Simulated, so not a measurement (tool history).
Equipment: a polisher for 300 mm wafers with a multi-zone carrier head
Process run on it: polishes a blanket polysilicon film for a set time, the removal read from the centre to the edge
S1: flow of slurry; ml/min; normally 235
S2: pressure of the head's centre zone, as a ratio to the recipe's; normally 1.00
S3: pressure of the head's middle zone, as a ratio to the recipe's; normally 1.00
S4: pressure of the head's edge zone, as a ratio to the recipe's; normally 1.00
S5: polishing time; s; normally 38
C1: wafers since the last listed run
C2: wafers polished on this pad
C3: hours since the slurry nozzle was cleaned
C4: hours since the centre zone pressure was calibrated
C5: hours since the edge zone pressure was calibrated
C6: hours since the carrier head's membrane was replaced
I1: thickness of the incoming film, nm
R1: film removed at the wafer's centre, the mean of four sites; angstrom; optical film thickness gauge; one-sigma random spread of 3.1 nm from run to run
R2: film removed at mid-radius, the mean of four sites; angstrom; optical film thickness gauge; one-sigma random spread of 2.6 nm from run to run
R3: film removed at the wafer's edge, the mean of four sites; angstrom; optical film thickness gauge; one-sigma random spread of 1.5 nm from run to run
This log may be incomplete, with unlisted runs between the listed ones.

run   hour   S1    S2    S3    S4  S5   C1    C2     C3     C4     C5     C6      I1    R1    R2    R3
  1    0.0  235  1.00  1.00  1.00  38    0  1406   49.0   67.8   26.4  545.9  1747.3  2116  2065  2002
  2    7.5  235  1.00  1.00  1.00  34  115  1521   56.5   75.3   33.9  553.4  1730.6  1838  1833  1807
  3   13.6  235  1.00  1.00  1.00  38   94  1616   62.6   81.4   40.0  559.5  1724.2  2016  2090  2001
      18.6  -- worn pad replaced by a new one
  4   20.6  235  1.10  1.00  0.95  32   46    31   69.6   88.4   47.0  566.5  1733.7  1884  1756  1630
      37.9  -- carrier head's membrane replaced by a new one
  5   38.4  215  1.10  1.00  1.00  38  197   229   87.4  106.2   64.8    0.5  1722.2  2135  1995  1978
  6   51.6  235  1.00  1.06  1.00  38  203   432  100.6  119.4   78.0   13.7  1712.1  1989  2217  1963
  7   60.8  235  0.95  0.95  0.96  30  142   575  109.8  128.6   87.2   22.9  1713.1  1521  1524  1528
  8   78.4  235  1.05  1.00  1.00  38  271   846  127.4  146.2  104.8   40.5  1699.5  2095  2003  1961
  9   95.3  235  1.00  1.00  0.95  26  261  1107  144.3  163.1  121.7   57.4  1754.8  1345  1378  1311
 10  102.7  235  1.11  0.97  0.95  38  114  1222  151.7  170.5  129.1   64.8  1737.8  2223  1982  1906
 11  114.2  300  1.03  1.00  1.00  38  177  1399  163.2  182.0  140.6   76.3  1723.6  2131  2054  2024
     125.1  -- worn pad replaced by a new one
 12  127.8  235  1.00  1.00  1.00  38  148    41  176.8  195.6  154.2   89.9  1727.7  2031  2002  1971
 13  143.2  210  1.00  1.00  1.00  38  237   279  192.2  211.0  169.6  105.3  1757.3  1922  1968  1937
 14  154.6  305  0.92  1.00  1.00  38  176   455  203.6  222.4  181.0  116.7  1744.9  1949  2062  2015
 15  164.2  235  1.00  1.07  0.93  38  148   603  213.2  232.0  190.6  126.3  1725.1  1994  2108  1867
 16  176.7  235  1.07  1.00  0.95  38  193   796  225.7  244.5  203.1  138.8  1734.6  2112  1978  1900
 17  183.9  295  1.00  0.95  1.09  38  111   908  232.9  251.7  210.3  146.0  1709.7  2054  1997  2101
 18  197.2  235  1.00  0.88  1.00  38  205  1113  246.2  265.0  223.6  159.3  1739.3  2008  1803  1939
 19  214.5  300  1.03  1.00  1.00  38  267  1380  263.5  282.3  240.9  176.6  1731.7  2080  2109  1985
     230.6  -- worn pad replaced by a new one
 20  231.1  235  1.00  1.00  1.00  38  194     8  280.1  298.9  257.5  193.2  1730.7  1935  1952  1909
 21  242.1  235  1.00  1.00  1.00  38  169   178  291.1  309.9  268.5  204.2  1722.9  1967  1944  1942

List, for all runs, the conditions of the tool that the log does not record:
removal rate lost through wear of the pad, %: 0 on each run
deviation of the centre zone's pressure from its setpoint, %: 0 on each run
deviation of the edge zone's pressure from its setpoint, %: 0 on each run
H1: slurry flow missing at the pad, %
run    H1
  1  10.1
  2  11.2
  3  12.1
  4  13.1
  5  15.4
  6    17
  7    18
  8  19.9
  9  21.5
 10  22.2
 11  23.2
 12  24.3
 13  25.4
 14  26.2
 15  26.9
 16  27.7
 17  28.1
 18  28.8
 19  29.8
 20  30.6
 21    31

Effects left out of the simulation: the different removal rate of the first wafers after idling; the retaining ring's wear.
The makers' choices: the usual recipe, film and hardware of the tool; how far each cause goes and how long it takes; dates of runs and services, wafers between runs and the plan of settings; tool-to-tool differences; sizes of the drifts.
